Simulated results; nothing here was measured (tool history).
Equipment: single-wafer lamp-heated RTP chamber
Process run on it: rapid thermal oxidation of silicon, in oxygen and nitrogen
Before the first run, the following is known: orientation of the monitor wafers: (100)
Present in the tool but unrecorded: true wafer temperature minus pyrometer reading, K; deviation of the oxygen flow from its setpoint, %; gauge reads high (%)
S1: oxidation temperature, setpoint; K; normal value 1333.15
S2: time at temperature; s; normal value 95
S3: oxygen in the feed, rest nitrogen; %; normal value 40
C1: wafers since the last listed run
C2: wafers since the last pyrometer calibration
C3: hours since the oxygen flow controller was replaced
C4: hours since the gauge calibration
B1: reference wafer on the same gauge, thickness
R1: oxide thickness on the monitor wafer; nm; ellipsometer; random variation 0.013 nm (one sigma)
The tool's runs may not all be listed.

| run | hour | S1 | S2 | S3 | C1 | C2 | C3 | C4 | B1 | R1 |
|---|---|---|---|---|---|---|---|---|---|---|
| 1 | 0 | 1312.15 | 95 | 25 | 0 | 3951 | 2690.4 | 11.7 | 10.183 | 6.586 |
| 2 | 14.6 | 1333.15 | 95 | 25 | 81 | 4032 | 2705 | 26.3 | 10.183 | 7.563 |
| 3 | 24.9 | 1333.15 | 95 | 25 | 57 | 4090 | 2715.3 | 36.6 | 10.19 | 7.552 |
| 4 | 32 | 1333.15 | 95 | 25 | 39 | 4130 | 2722.4 | 43.7 | 10.177 | 7.553 |
| 5 | 38.8 | 1333.15 | 95 | 40 | 38 | 4168 | 2729.2 | 50.5 | 10.177 | 8.941 |
| 6 | 49.5 | 1333.15 | 95 | 40 | 59 | 4227 | 2739.9 | 61.2 | 10.181 | 8.907 |
| 7 | 60.1 | 1333.15 | 95 | 40 | 59 | 4287 | 2750.5 | 71.8 | 10.178 | 8.925 |
| 8 | 72.6 | 1333.15 | 95 | 64 | 69 | 4357 | 2763 | 84.3 | 10.175 | 10.56 |
| 9 | 81.6 | 1333.15 | 95 | 64 | 50 | 4407 | 2772 | 93.3 | 10.178 | 10.575 |
| 10 | 94.1 | 1333.15 | 95 | 40 | 69 | 4477 | 2784.5 | 105.8 | 10.175 | 8.95 |
| 11 | 108.2 | 1342.15 | 134 | 52 | 78 | 4556 | 2798.6 | 119.9 | 10.18 | 12.2 |
|  | 109.7 | gauge calibrated |
| 12 | 119.6 | 1333.15 | 95 | 40 | 63 | 4620 | 2810 | 9.9 | 10.175 | 8.954 |
| 13 | 131.4 | 1333.15 | 95 | 31 | 66 | 4686 | 2821.8 | 21.7 | 10.181 | 8.16 |
| 14 | 145.7 | 1333.15 | 63 | 52 | 80 | 4766 | 2836.1 | 36 | 10.181 | 8.177 |
| 15 | 156.7 | 1333.15 | 63 | 52 | 61 | 4827 | 2847.1 | 47 | 10.178 | 8.149 |
|  | 169.8 | pyrometer window cleaned and pyrometer calibrated |
|  | 177.9 | oxygen flow controller replaced |
| 16 | 195.6 | 1333.15 | 95 | 40 | 128 | 99 | 17.7 | 85.9 | 10.18 | 8.718 |
| 17 | 204.9 | 1320.15 | 75 | 62 | 52 | 151 | 27 | 95.2 | 10.183 | 8.373 |
| 18 | 220.2 | 1304.15 | 115 | 64 | 85 | 237 | 42.3 | 110.5 | 10.187 | 9.238 |
| 19 | 246 | 1361.15 | 134 | 59 | 144 | 381 | 68.1 | 136.3 | 10.173 | 14.185 |
|  | 257.4 | gauge calibrated |
| 20 | 261.3 | 1304.15 | 95 | 62 | 85 | 467 | 83.4 | 3.9 | 10.182 | 8.402 |

Alternative continuations, all from the tool just after run 20; predict every row:
| A | 261.8 | 1333.15 | 95 | 40 | 2 | 469 | 83.9 | 4.4 | ? | ? |
| B | 261.8 | 1363.15 | 78 | 17 | 2 | 469 | 83.9 | 4.4 | ? | ? |
| C | 261.8 | 1333.15 | 56 | 68 | 2 | 469 | 83.9 | 4.4 | ? | ? |

| run | B1 | R1 |
|---|---|---|
| A | 10.178 | 8.769 |
| B | 10.178 | 7.22 |
| C | 10.178 | 8.366 |
Had the tool no hidden state, the same runs would have come out as:
| run | R1 |
|---|---|
| A | 8.658 |
| B | 7.134 |
| C | 8.26 |

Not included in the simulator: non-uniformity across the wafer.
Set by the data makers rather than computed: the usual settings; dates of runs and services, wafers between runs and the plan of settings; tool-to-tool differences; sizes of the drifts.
